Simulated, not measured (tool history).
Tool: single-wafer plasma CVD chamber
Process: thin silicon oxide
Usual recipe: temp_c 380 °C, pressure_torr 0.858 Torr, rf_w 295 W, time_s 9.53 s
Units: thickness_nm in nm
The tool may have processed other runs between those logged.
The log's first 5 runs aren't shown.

| run | day | temp_c | pressure_torr | rf_w | time_s | wafers since the last listed run | hours since the last thermocouple change | hours since the last RF generator calibration | hours since the last manometer calibration | hours since the showerhead was replaced | hours since the gauge calibration | read-back reference wafer on the same gauge, thickness_nm | thickness_nm |
|---|---|---|---|---|---|---|---|---|---|---|---|---|---|
| 6 | 3.367 | 380 | 0.858 | 295 | 9.53 | 318 | 2629.6 | 1190.5 | 1253.7 | 7230.6 | 235.1 | 19.097 | 16.553 |
| 7 | 3.888 | 380 | 0.858 | 295 | 9.53 | 195 | 2642.1 | 1203.0 | 1266.2 | 7243.1 | 247.6 | 19.098 | 16.582 |
| 8 | 5.129 | 380 | 0.858 | 295 | 9.53 | 465 | 2671.9 | 1232.8 | 1296.0 | 7272.9 | 277.4 | 19.111 | 16.563 |
| 9 | 5.729 | 380 | 0.858 | 295 | 9.53 | 224 | 2686.3 | 1247.2 | 1310.4 | 7287.3 | 291.8 | 19.089 | 16.561 |
| 10 | 6.662 | 380 | 0.858 | 250 | 9.53 | 349 | 2708.7 | 1269.6 | 1332.8 | 7309.7 | 314.2 | 19.099 | 15.080 |
|  | 7.721 | RF generator calibrated |
| 11 | 7.954 | 380 | 0.858 | 250 | 9.53 | 359 | 2739.7 | 5.6 | 1363.8 | 7340.7 | 345.2 | 19.101 | 15.072 |
|  | 8.892 | thermocouple changed; heater temperature recalibrated |
| 12 | 9.629 | 380 | 0.858 | 280 | 9.53 | 502 | 17.7 | 45.8 | 1404.0 | 7380.9 | 385.4 | 19.111 | 16.041 |
| 13 | 10.750 | 380 | 0.858 | 280 | 9.53 | 420 | 44.6 | 72.7 | 1430.9 | 7407.8 | 412.3 | 19.112 | 16.064 |
| 14 | 11.742 | 380 | 0.858 | 280 | 9.53 | 371 | 68.4 | 96.5 | 1454.7 | 7431.6 | 436.1 | 19.103 | 16.070 |
|  | 12.483 | gauge calibrated |
| 15 | 12.508 | 386 | 0.858 | 295 | 9.53 | 287 | 86.8 | 114.9 | 1473.1 | 7450.0 | 0.6 | 19.103 | 16.322 |
| 16 | 13.583 | 380 | 0.858 | 295 | 10.48 | 402 | 112.6 | 140.7 | 1498.9 | 7475.8 | 26.4 | 19.103 | 18.093 |
| 17 | 14.538 | 380 | 0.858 | 295 | 9.53 | 357 | 135.5 | 163.6 | 1521.8 | 7498.7 | 49.3 | 19.113 | 16.451 |
| 18 | 15.467 | 380 | 0.858 | 295 | 10.64 | 348 | 157.8 | 185.9 | 1544.1 | 7521.0 | 71.6 | 19.107 | 18.267 |
| 19 | 16.646 | 376 | 0.858 | 295 | 9.53 | 442 | 186.1 | 214.2 | 1572.4 | 7549.3 | 99.9 | 19.090 | 16.402 |
| 20 | 18.054 | 374 | 0.858 | 245 | 9.53 | 527 | 219.9 | 248.0 | 1606.2 | 7583.1 | 133.7 | 19.105 | 14.849 |
| 21 | 18.650 | 380 | 0.962 | 270 | 9.53 | 223 | 234.2 | 262.3 | 1620.5 | 7597.4 | 148.0 | 19.100 | 17.387 |
|  | 19.133 | showerhead replaced |
|  | 19.546 | capacitance manometer re-zeroed and calibrated |
| 22 | 19.567 | 380 | 0.786 | 295 | 10.23 | 93 | 256.2 | 284.3 | 0.5 | 10.4 | 170.0 | 19.104 | 16.743 |
| 23 | 20.338 | 380 | 0.858 | 295 | 9.53 | 288 | 274.7 | 302.8 | 19.0 | 28.9 | 188.5 | 19.100 | 17.156 |
| 24 | 21.192 | 380 | 0.858 | 315 | 9.53 | 320 | 295.2 | 323.3 | 39.5 | 49.4 | 209.0 | 19.097 | 17.645 |
| 25 | 22.488 | 380 | 0.858 | 295 | 9.53 | 485 | 326.3 | 354.4 | 70.6 | 80.5 | 240.1 | 19.117 | 17.023 |
| 26 | 23.071 | 380 | 0.858 | 295 | 9.53 | 218 | 340.3 | 368.4 | 84.6 | 94.5 | 254.1 | 19.114 | 17.053 |
| 27 | 24.133 | 380 | 0.858 | 295 | 9.53 | 398 | 365.8 | 393.9 | 110.1 | 120.0 | 279.6 | 19.112 | 17.044 |
| 28 | 25.225 | 366 | 0.716 | 240 | 7.83 | 409 | 392.0 | 420.1 | 136.3 | 146.2 | 305.8 | 19.097 | 10.233 |
| 29 | 26.325 | 380 | 0.858 | 295 | 9.53 | 412 | 418.4 | 446.5 | 162.7 | 172.6 | 332.2 | 19.107 | 17.035 |
| 30 | 27.725 | 394 | 0.990 | 325 | 9.53 | 524 | 452.0 | 480.1 | 196.3 | 206.2 | 365.8 | 19.093 | 20.272 |

Below are 3 alternative next runs, each starting from the tool's condition after run 30. Predict each:
| A | 27.742 | 380 | 0.789 | 295 | 9.53 | 6 | 452.4 | 480.5 | 196.7 | 206.6 | 366.2 | ? | ? |
| B | 27.742 | 380 | 0.858 | 325 | 9.53 | 6 | 452.4 | 480.5 | 196.7 | 206.6 | 366.2 | ? | ? |
| C | 27.742 | 380 | 0.858 | 270 | 9.53 | 6 | 452.4 | 480.5 | 196.7 | 206.6 | 366.2 | ? | ? |

| run | read-back reference wafer on the same gauge, thickness_nm | thickness_nm |
|---|---|---|
| A | 19.094 | 15.465 |
| B | 19.094 | 17.743 |
| C | 19.094 | 16.144 |
Stripped of hidden state, with their random variation kept, the same runs would have yielded:
| run | thickness_nm |
|---|---|
| A | 15.775 |
| B | 18.059 |
| C | 16.431 |
